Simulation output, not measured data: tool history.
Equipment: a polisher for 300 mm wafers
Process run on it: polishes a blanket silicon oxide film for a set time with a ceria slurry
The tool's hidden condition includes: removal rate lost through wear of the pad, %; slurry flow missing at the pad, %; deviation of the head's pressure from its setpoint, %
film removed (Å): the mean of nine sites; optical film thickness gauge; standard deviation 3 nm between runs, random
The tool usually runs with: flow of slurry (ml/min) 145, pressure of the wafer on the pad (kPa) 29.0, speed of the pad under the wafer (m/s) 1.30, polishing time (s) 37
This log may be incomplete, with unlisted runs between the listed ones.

| run | hour | flow of slurry (ml/min) | pressure of the wafer on the pad (kPa) | speed of the pad under the wafer (m/s) | polishing time (s) | wafers since the last listed run | wafers polished on this pad | hours since the slurry nozzle was cleaned | hours since the head pressure was calibrated | incoming thickness of the incoming film, nm | film removed (Å) |
|---|---|---|---|---|---|---|---|---|---|---|---|
| 1 | 0.0 | 145 | 29.0 | 1.56 | 37 | 0 | 375 | 238.2 | 1107.3 | 1081.6 | 2587 |
| 2 | 30.9 | 145 | 29.0 | 1.56 | 37 | 252 | 627 | 269.1 | 1138.2 | 1057.7 | 2541 |
| 3 | 62.2 | 145 | 29.0 | 1.56 | 37 | 255 | 883 | 300.4 | 1169.5 | 1058.1 | 2470 |
| 4 | 76.8 | 145 | 29.0 | 1.30 | 37 | 119 | 1002 | 315.0 | 1184.1 | 1059.0 | 2118 |
| 5 | 91.1 | 145 | 29.0 | 1.30 | 37 | 116 | 1119 | 329.3 | 1198.4 | 1071.3 | 2114 |
|  | 116.3 | worn pad replaced by a new one |
| 6 | 122.4 | 145 | 29.0 | 1.30 | 37 | 222 | 49 | 360.6 | 1229.7 | 1075.8 | 2292 |
| 7 | 139.2 | 145 | 24.8 | 1.30 | 31 | 137 | 186 | 377.4 | 1246.5 | 1064.4 | 1608 |
| 8 | 228.5 | 145 | 24.8 | 1.30 | 31 | 728 | 915 | 466.7 | 1335.8 | 1066.8 | 1525 |
| 9 | 248.8 | 145 | 24.8 | 1.30 | 31 | 165 | 1081 | 487.0 | 1356.1 | 1087.9 | 1494 |
| 10 | 281.5 | 145 | 29.0 | 1.30 | 37 | 266 | 1347 | 519.7 | 1388.8 | 1090.6 | 2034 |
|  | 309.0 | worn pad replaced by a new one |
| 11 | 313.8 | 145 | 29.0 | 1.30 | 37 | 230 | 39 | 552.0 | 1421.1 | 1070.3 | 2303 |
| 12 | 334.6 | 145 | 29.0 | 1.30 | 37 | 169 | 208 | 572.8 | 1441.9 | 1061.5 | 2292 |
| 13 | 349.8 | 145 | 29.0 | 1.30 | 37 | 124 | 332 | 588.0 | 1457.1 | 1053.8 | 2215 |
| 14 | 383.3 | 145 | 29.0 | 1.30 | 37 | 273 | 606 | 621.5 | 1490.6 | 1053.7 | 2165 |
|  | 395.3 | slurry nozzle cleaned |
|  | 400.0 | head pressure recalibrated |
| 15 | 404.5 | 145 | 29.0 | 1.06 | 37 | 148 | 754 | 9.2 | 4.5 | 1077.9 | 1821 |
| 16 | 428.7 | 130 | 33.8 | 1.30 | 37 | 197 | 952 | 33.4 | 28.7 | 1087.3 | 2403 |
| 17 | 456.0 | 180 | 34.5 | 1.08 | 28 | 222 | 1174 | 60.7 | 56.0 | 1054.1 | 1728 |
|  | 467.6 | worn pad replaced by a new one |
| 18 | 497.4 | 145 | 29.0 | 1.30 | 48 | 305 | 243 | 102.1 | 97.4 | 1075.2 | 2914 |
| 19 | 528.5 | 160 | 19.3 | 1.02 | 30 | 253 | 497 | 133.2 | 128.5 | 1088.2 | 995 |
| 20 | 559.8 | 145 | 26.2 | 1.30 | 37 | 255 | 752 | 164.5 | 159.8 | 1055.0 | 1898 |
| 21 | 585.9 | 145 | 29.0 | 1.56 | 37 | 212 | 965 | 190.6 | 185.9 | 1077.4 | 2379 |
|  | 638.5 | worn pad replaced by a new one |
| 22 | 689.1 | 145 | 29.0 | 1.56 | 37 | 809 | 412 | 293.8 | 289.1 | 1074.0 | 2537 |
| 23 | 723.5 | 145 | 33.8 | 1.12 | 30 | 280 | 693 | 328.2 | 323.5 | 1070.7 | 1838 |
| 24 | 745.2 | 145 | 29.0 | 1.62 | 37 | 177 | 870 | 349.9 | 345.2 | 1077.3 | 2552 |
| 25 | 772.5 | 160 | 33.1 | 1.68 | 41 | 222 | 1092 | 377.2 | 372.5 | 1086.3 | 3323 |
| 26 | 805.7 | 145 | 35.2 | 1.30 | 47 | 270 | 1363 | 410.4 | 405.7 | 1057.0 | 3245 |
|  | 814.2 | worn pad replaced by a new one |
| 27 | 823.1 | 175 | 32.4 | 1.30 | 29 | 109 | 72 | 427.8 | 423.1 | 1072.2 | 2111 |
| 28 | 843.8 | 145 | 29.0 | 1.30 | 37 | 168 | 241 | 448.5 | 443.8 | 1072.9 | 2267 |
| 29 | 873.0 | 145 | 32.4 | 1.30 | 37 | 238 | 480 | 477.7 | 473.0 | 1085.5 | 2450 |

What was the tool's hidden state at every run in the log?
slurry flow missing at the pad, %: 0 in every run
deviation of the head's pressure from its setpoint, %: 0 in every run
H1: removal rate lost through wear of the pad, %
| run | H1 |
|---|---|
| 1 | 7.04 |
| 2 | 9.4 |
| 3 | 10.8 |
| 4 | 11.2 |
| 5 | 11.6 |
| 6 | 2.61 |
| 7 | 5.46 |
| 8 | 12.1 |
| 9 | 12.7 |
| 10 | 13.2 |
| 11 | 1.14 |
| 12 | 4.63 |
| 13 | 6.5 |
| 14 | 9.24 |
| 15 | 10.3 |
| 16 | 11.2 |
| 17 | 11.8 |
| 18 | 5.68 |
| 19 | 8.81 |
| 20 | 10.7 |
| 21 | 11.6 |
| 22 | 7.59 |
| 23 | 9.95 |
| 24 | 10.9 |
| 25 | 11.6 |
| 26 | 12.2 |
| 27 | 2.22 |
| 28 | 5.47 |
| 29 | 8.46 |
